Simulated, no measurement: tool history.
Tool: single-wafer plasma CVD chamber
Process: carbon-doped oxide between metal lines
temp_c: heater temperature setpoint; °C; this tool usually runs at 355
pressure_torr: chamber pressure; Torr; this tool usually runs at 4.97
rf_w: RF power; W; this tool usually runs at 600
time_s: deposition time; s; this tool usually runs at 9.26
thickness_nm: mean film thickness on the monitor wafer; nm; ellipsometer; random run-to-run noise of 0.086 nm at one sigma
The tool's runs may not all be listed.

run,day,temp_c,pressure_torr,rf_w,time_s,wafers since the last listed run,hours since the last thermocouple change,hours since the last RF generator calibration,hours since the last manometer calibration,hours since the showerhead was replaced,hours since the gauge calibration,"read-back reference wafer on the same gauge, thickness_nm",thickness_nm
1,0.000,350,4.97,600,9.26,0,2442.6,806.7,2026.4,4023.4,46.5,48.898,56.385
2,0.708,350,4.97,600,9.26,397,2459.6,823.7,2043.4,4040.4,63.5,48.909,56.318
3,1.350,355,4.97,600,9.26,359,2475.0,839.1,2058.8,4055.8,78.9,48.918,55.597
4,2.346,355,4.97,600,9.26,558,2498.9,863.0,2082.7,4079.7,102.8,48.917,55.835
5,2.975,355,4.97,600,9.26,352,2514.0,878.1,2097.8,4094.8,117.9,48.902,55.700
# day 3.529: thermocouple changed; heater temperature recalibrated
6,3.550,355,5.70,600,9.26,135,0.5,891.9,2111.6,4108.6,131.7,48.896,56.815
7,3.712,355,4.97,600,9.26,91,4.4,895.8,2115.5,4112.5,135.6,48.898,55.610
8,4.262,355,4.97,600,9.26,308,17.6,909.0,2128.7,4125.7,148.8,48.892,55.536
# day 4.733: capacitance manometer re-zeroed and calibrated
9,4.904,355,4.97,510,9.26,172,33.0,924.4,4.1,4141.1,164.2,48.903,51.558
10,5.212,341,4.97,600,9.79,172,40.4,931.8,11.5,4148.5,171.6,48.901,60.679
11,7.404,355,5.86,600,9.26,1228,93.0,984.4,64.1,4201.1,224.2,48.899,56.862
12,7.696,355,4.97,600,9.26,163,100.0,991.4,71.1,4208.1,231.2,48.900,55.391
# day 8.121: showerhead replaced
13,8.283,350,4.97,600,9.26,142,114.1,1005.5,85.2,3.9,245.3,48.889,56.101
# day 8.646: RF generator calibrated
14,8.758,345,5.98,495,8.51,79,125.5,2.7,96.6,15.3,256.7,48.889,51.366
# day 8.825: gauge calibrated
15,9.258,361,4.97,600,9.26,280,137.5,14.7,108.6,27.3,10.4,48.888,56.502
16,9.842,355,3.74,600,9.26,326,151.5,28.7,122.6,41.3,24.4,48.903,54.379
17,10.354,355,5.86,655,9.26,287,163.8,41.0,134.9,53.6,36.7,48.896,61.383
18,10.792,367,5.50,705,9.26,245,174.3,51.5,145.4,64.1,47.2,48.900,61.353
19,11.450,355,4.97,690,10.82,369,190.1,67.3,161.2,79.9,63.0,48.890,71.349

Consider 4 possible next runs. They are alternatives, not a sequence: every one starts from the tool as it was left by run 19. What does each give?
A,11.467,365,4.97,600,9.26,9,190.5,67.7,161.6,80.3,63.4,?,?
B,11.467,355,4.97,510,9.90,9,190.5,67.7,161.6,80.3,63.4,?,?
C,11.467,369,4.01,655,8.34,9,190.5,67.7,161.6,80.3,63.4,?,?
D,11.467,344,4.97,485,7.75,9,190.5,67.7,161.6,80.3,63.4,?,?

run,"read-back reference wafer on the same gauge, thickness_nm",thickness_nm
A,48.909,55.955
B,48.909,56.787
C,48.909,50.012
D,48.909,44.834
Take away the tool's hidden state, keep each run's random variation, and the runs would have read:
run,thickness_nm
A,56.093
B,56.931
C,50.135
D,44.948
